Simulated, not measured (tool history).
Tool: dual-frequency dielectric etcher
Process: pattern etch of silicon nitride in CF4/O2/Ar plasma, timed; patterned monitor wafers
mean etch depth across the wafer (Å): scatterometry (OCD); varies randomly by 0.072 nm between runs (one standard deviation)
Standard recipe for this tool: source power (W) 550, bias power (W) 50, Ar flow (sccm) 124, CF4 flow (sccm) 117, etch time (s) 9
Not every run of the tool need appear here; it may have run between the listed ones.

run	day	source power (W)	bias power (W)	Ar flow (sccm)	CF4 flow (sccm)	etch time (s)	wafers since the last listed run	hours since the last wet clean	hours since the last source power generator calibration	hours since the last bias power generator calibration	hours since the last Ar flow controller change	hours since the last CF4 flow controller change	hours since the last upper electrode change	hours since the gauge calibration	read-back reference wafer on the same gauge, depth_nm	mean etch depth across the wafer (Å)
1	0.000	550	50	124	117	9	0	411.5	1826.2	1695.2	3381.1	1911.3	2240.9	131.6	21.35	186.4
2	0.617	550	50	124	117	9	249	426.3	1841.0	1710.0	3395.9	1926.1	2255.7	146.4	21.37	185.8
3	0.879	550	50	124	117	9	106	432.6	1847.3	1716.3	3402.2	1932.4	2262.0	152.7	21.40	185.7
4	1.217	550	50	124	117	9	136	440.7	1855.4	1724.4	3410.3	1940.5	2270.1	160.8	21.40	186.6
5	1.558	550	50	124	117	9	138	448.9	1863.6	1732.6	3418.5	1948.7	2278.3	169.0	21.40	186.6
6	1.917	550	50	124	117	9	145	457.5	1872.2	1741.2	3427.1	1957.3	2286.9	177.6	21.41	186.1
7	2.279	550	50	124	117	9	146	466.2	1880.9	1749.9	3435.8	1966.0	2295.6	186.3	21.43	187.9
8	2.983	550	50	124	117	9	284	483.1	1897.8	1766.8	3452.7	1982.9	2312.5	203.2	21.41	187.3
# day 3.629: gauge calibrated
# day 4.121: wet clean of the chamber
9	4.142	550	50	124	117	9	64	0.5	1925.6	1794.6	3480.5	2010.7	2340.3	12.3	21.40	178.5
10	4.158	550	50	124	117	9	6	0.9	1926.0	1795.0	3480.9	2011.1	2340.7	12.7	21.40	178.5

Run 11 has not been measured yet. What should we expect?
11	4.392	550	50	124	117	9	94	6.5	1931.6	1800.6	3486.5	2016.7	2346.3	18.3	?	?

Run 11 yielded read-back reference wafer on the same gauge, depth_nm 21.39, mean etch depth across the wafer (Å) 178.3.
Without the tool's hidden state the same run would have given mean etch depth across the wafer (Å) 178.1.
